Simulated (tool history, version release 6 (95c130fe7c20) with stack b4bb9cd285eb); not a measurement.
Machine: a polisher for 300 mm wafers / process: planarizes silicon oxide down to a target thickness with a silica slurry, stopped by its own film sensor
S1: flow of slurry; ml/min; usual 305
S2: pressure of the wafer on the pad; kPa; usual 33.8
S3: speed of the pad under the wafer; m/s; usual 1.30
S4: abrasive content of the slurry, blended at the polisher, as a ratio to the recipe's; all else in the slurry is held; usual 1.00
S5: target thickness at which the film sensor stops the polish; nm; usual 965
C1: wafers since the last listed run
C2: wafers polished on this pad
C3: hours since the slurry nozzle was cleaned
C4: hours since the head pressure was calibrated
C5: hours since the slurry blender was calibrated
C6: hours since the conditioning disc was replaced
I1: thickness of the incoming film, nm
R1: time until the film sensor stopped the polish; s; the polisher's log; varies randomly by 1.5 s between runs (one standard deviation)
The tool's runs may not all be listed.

run    hour   S1    S2    S3    S4    S5   C1    C2     C3      C4     C5     C6      I1     R1
  1     0.0  305  33.8  1.30  1.00  1080    0   781  292.6   515.2  187.7  126.1  1406.0   77.1
  2    85.1  305  31.0  1.30  1.00   965  503  1284  377.7   600.3  272.8  211.2  1452.2  119.4
  3   146.0  305  31.0  1.30  1.00   965  359  1644  438.6   661.2  333.7  272.1  1425.5  117.8
      175.0  -- worn pad replaced by a new one
      185.2  -- slurry blender recalibrated
  4   213.0  305  36.5  1.30  1.00   965  360   212  505.6   728.2   27.8  339.1  1435.8  108.2
  5   244.2  305  36.5  1.30  1.00   965  184   397  536.8   759.4   59.0  370.3  1451.6  113.8
      246.9  -- conditioning disc replaced and pad reconditioned
  6   306.7  305  36.5  1.30  1.00   965  357   754  599.3   821.9  121.5   59.8  1435.0  105.3
  7   371.0  305  33.8  1.30  1.00   965  380  1134  663.6   886.2  185.8  124.1  1425.5  106.7
  8   441.0  250  44.8  1.50  1.00   965  413  1548  733.6   956.2  255.8  194.1  1421.1   84.9
  9   492.8  350  33.8  1.30  1.00   859  306  1854  785.4  1008.0  307.6  245.9  1434.9  135.4
      530.2  -- head pressure recalibrated
 10   561.2  305  40.7  1.30  1.00   842  392  2247  853.8    31.0  376.0  314.3  1434.8  127.1
      573.3  -- slurry blender recalibrated
      575.1  -- worn pad replaced by a new one
      599.6  -- slurry nozzle cleaned
      600.9  -- conditioning disc replaced and pad reconditioned
 11   620.7  240  43.4  1.30  1.00   965  315   255   21.1    90.5   47.4   19.8  1441.4  100.8
 12   665.8  305  33.8  1.10  1.00  1067  266   522   66.2   135.6   92.5   64.9  1409.2   93.4
 13   727.2  305  33.8  1.30  0.80   965  362   885  127.6   197.0  153.9  126.3  1441.4  132.9
 14   789.5  305  33.8  1.12  0.80  1100  368  1253  189.9   259.3  216.2  188.6  1411.2   97.1
 15   861.1  200  31.0  1.62  0.85   965  423  1676  261.5   330.9  287.8  260.2  1418.6  111.3
      905.0  -- worn pad replaced by a new one
 16   927.7  305  33.8  1.30  1.00   965  370   133  328.1   397.5  354.4  326.8  1443.3  116.9
 17   970.3  305  42.1  1.30  1.00   965  251   385  370.7   440.1  397.0  369.4  1427.9   95.2
      975.5  -- conditioning disc replaced and pad reconditioned
     1002.7  -- slurry blender recalibrated
 18  1010.4  305  33.8  1.46  1.20   965  213   599  410.8   480.2    7.7   34.9  1438.4   93.6
 19  1041.2  305  36.5  1.30  1.00   965  182   781  441.6   511.0   38.5   65.7  1442.0  106.9
 20  1108.9  305  36.5  1.30  1.00   965  400  1181  509.3   578.7  106.2  133.4  1443.6  109.7
 21  1157.1  305  33.8  1.30  1.00   965  284  1466  557.5   626.9  154.4  181.6  1421.6  110.5
 22  1209.0  405  22.8  1.68  1.00   965  306  1773  609.4   678.8  206.3  233.5  1427.4  107.5
     1226.2  -- worn pad replaced by a new one
 23  1274.0  305  33.8  1.64  1.00   832  360   282  674.4   743.8  271.3  298.5  1410.7  113.8
 24  1332.5  305  33.8  1.46  1.00   965  345   628  732.9   802.3  329.8  357.0  1428.4  101.0

Predict each of these 5 candidate next runs independently; none follows another, all start after run 24:
  A  1333.0  305  33.8  1.30  1.00   965   2  631  733.4  802.8  330.3  357.5  1438.3   ?
  B  1333.0  390  44.1  1.06  1.00  1007   2  631  733.4  802.8  330.3  357.5  1438.3   ?
  C  1333.0  260  27.6  1.58  1.00   876   2  631  733.4  802.8  330.3  357.5  1438.3   ?
  D  1333.0  245  29.6  1.30  1.00   965   2  631  733.4  802.8  330.3  357.5  1438.3   ?
  E  1333.0  305  40.0  1.30  1.10  1075   2  631  733.4  802.8  330.3  357.5  1438.3   ?

run     R1
  A  111.7
  B   98.5
  C  130.5
  D  123.5
  E   73.3
With the hidden condition removed and each run's random variation left untouched, the same runs would have given:
run     R1
  A  111.7
  B   98.5
  C  130.5
  D  123.5
  E   73.3
